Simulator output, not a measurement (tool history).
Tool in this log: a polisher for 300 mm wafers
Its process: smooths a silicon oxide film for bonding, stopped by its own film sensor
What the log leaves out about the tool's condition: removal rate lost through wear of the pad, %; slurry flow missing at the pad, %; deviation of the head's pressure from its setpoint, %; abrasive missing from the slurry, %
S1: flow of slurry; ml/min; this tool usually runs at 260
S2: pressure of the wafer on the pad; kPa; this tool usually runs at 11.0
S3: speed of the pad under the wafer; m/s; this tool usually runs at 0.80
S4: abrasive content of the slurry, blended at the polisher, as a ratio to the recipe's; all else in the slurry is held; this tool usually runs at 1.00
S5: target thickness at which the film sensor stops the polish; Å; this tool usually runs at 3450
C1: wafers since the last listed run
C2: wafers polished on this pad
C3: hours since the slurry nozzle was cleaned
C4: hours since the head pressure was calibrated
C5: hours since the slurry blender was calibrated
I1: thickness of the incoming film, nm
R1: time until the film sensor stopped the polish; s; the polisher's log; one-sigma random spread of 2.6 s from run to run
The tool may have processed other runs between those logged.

run	hour	S1	S2	S3	S4	S5	C1	C2	C3	C4	C5	I1	R1
1	0.0	260	11.0	0.80	1.00	3450	0	1353	100.7	139.1	239.0	400.8	163.4
2	30.4	260	11.0	0.80	1.00	3450	167	1520	131.1	169.5	269.4	405.0	173.6
3	89.0	260	11.0	0.80	1.00	3450	322	1842	189.7	228.1	328.0	404.5	178.9
4	119.2	260	13.1	0.66	1.00	3450	166	2008	219.9	258.3	358.2	396.5	156.1
5	144.2	260	11.0	0.80	1.00	3450	137	2146	244.9	283.3	383.2	397.5	166.0
# hour 175.6: worn pad replaced by a new one
6	212.7	260	11.0	0.80	1.00	3450	354	203	313.4	351.8	451.7	400.0	146.2
# hour 215.7: slurry blender recalibrated
# hour 309.5: slurry nozzle cleaned
7	374.1	260	11.0	0.80	1.00	3450	870	1074	64.6	513.2	158.4	403.1	161.1
# hour 382.9: head pressure recalibrated
8	407.5	260	11.0	0.80	0.80	3540	172	1247	98.0	24.6	191.8	398.1	155.6
9	468.2	260	11.0	0.80	1.00	3450	333	1581	158.7	85.3	252.5	395.0	142.8
10	515.0	260	11.0	0.80	1.00	3450	257	1838	205.5	132.1	299.3	397.2	153.0
11	577.6	260	11.0	0.80	1.00	3450	344	2182	268.1	194.7	361.9	403.6	188.8
# hour 634.5: slurry blender recalibrated
# hour 637.2: worn pad replaced by a new one
12	777.1	260	11.0	0.80	0.90	3450	1071	769	467.6	394.2	142.6	397.5	156.7
# hour 780.1: slurry nozzle cleaned
13	807.0	260	11.0	0.80	1.00	3450	158	928	26.9	424.1	172.5	396.3	146.3
14	873.1	170	11.0	0.80	1.00	3450	363	1291	93.0	490.2	238.6	396.1	157.1
# hour 893.3: head pressure recalibrated
15	911.2	260	11.0	0.80	1.00	3450	198	1489	131.1	17.9	276.7	401.9	172.5
16	968.0	260	8.3	0.72	0.70	3580	312	1802	187.9	74.7	333.5	399.0	232.2
# hour 1016.2: worn pad replaced by a new one
17	1050.5	260	13.1	0.66	1.00	3450	431	188	270.4	157.2	416.0	398.7	149.5
# hour 1069.9: slurry blender recalibrated
18	1222.7	320	9.0	0.80	1.00	3450	935	1124	442.6	329.4	152.8	397.7	184.2
# hour 1228.6: slurry nozzle cleaned
19	1278.6	260	11.0	0.80	1.00	3450	301	1426	50.0	385.3	208.7	398.6	155.7
20	1344.9	260	11.0	0.80	1.00	3300	364	1790	116.3	451.6	275.0	400.0	215.6
21	1372.8	260	11.0	0.80	1.00	3450	153	1944	144.2	479.5	302.9	403.2	175.3
# hour 1422.4: head pressure recalibrated
# hour 1429.0: worn pad replaced by a new one
22	1444.7	170	11.0	0.90	0.85	3450	362	86	216.1	22.3	374.8	403.2	175.9
23	1482.1	260	12.4	1.06	1.00	3450	205	292	253.5	59.7	412.2	396.6	103.8
# hour 1520.2: slurry blender recalibrated
24	1530.7	260	11.0	0.80	1.00	3450	256	548	302.1	108.3	10.5	405.8	148.2
25	1653.3	310	12.4	0.64	1.00	3450	674	1222	424.7	230.9	133.1	403.3	166.5
# hour 1668.5: slurry nozzle cleaned
26	1709.0	260	9.0	0.88	1.25	3390	300	1523	40.5	286.6	188.8	406.9	196.7
27	1749.7	300	13.8	0.80	1.00	3450	223	1747	81.2	327.3	229.5	404.7	137.5
28	1782.6	290	11.0	0.80	0.85	3510	180	1928	114.1	360.2	262.4	400.2	164.2
29	1808.5	260	11.0	0.80	0.70	3370	142	2070	140.0	386.1	288.3	396.7	237.1
# hour 1816.7: worn pad replaced by a new one
30	1863.6	260	11.0	0.80	1.00	3450	280	257	195.1	441.2	343.4	406.8	173.5

Run-by-run hidden state of the tool:
slurry flow missing at the pad, %: 0 on each run
deviation of the head's pressure from its setpoint, %: 0 on each run
H1: removal rate lost through wear of the pad, %
H2: abrasive missing from the slurry, %
run	H1	H2
1	8.4	18.5
2	9.26	19.3
3	10.9	20.4
4	11.8	20.8
5	12.5	21.1
6	1.34	21.7
7	5.88	17.6
8	6.82	19.1
9	8.53	21.1
10	9.85	22.1
11	11.6	23.1
12	6.78	14.4
13	7.62	15.9
14	9.48	18.3
15	10.6	19.2
16	12.2	20.3
17	3.75	21.2
18	8.6	14.5
19	10.2	16.9
20	12	18.8
21	12.8	19.3
22	0.816	20.4
23	1.87	20.7
24	3.24	1.69
25	6.69	13.4
26	8.26	16.2
27	9.4	17.7
28	10.3	18.6
29	11.1	19.1
30	2.77	20
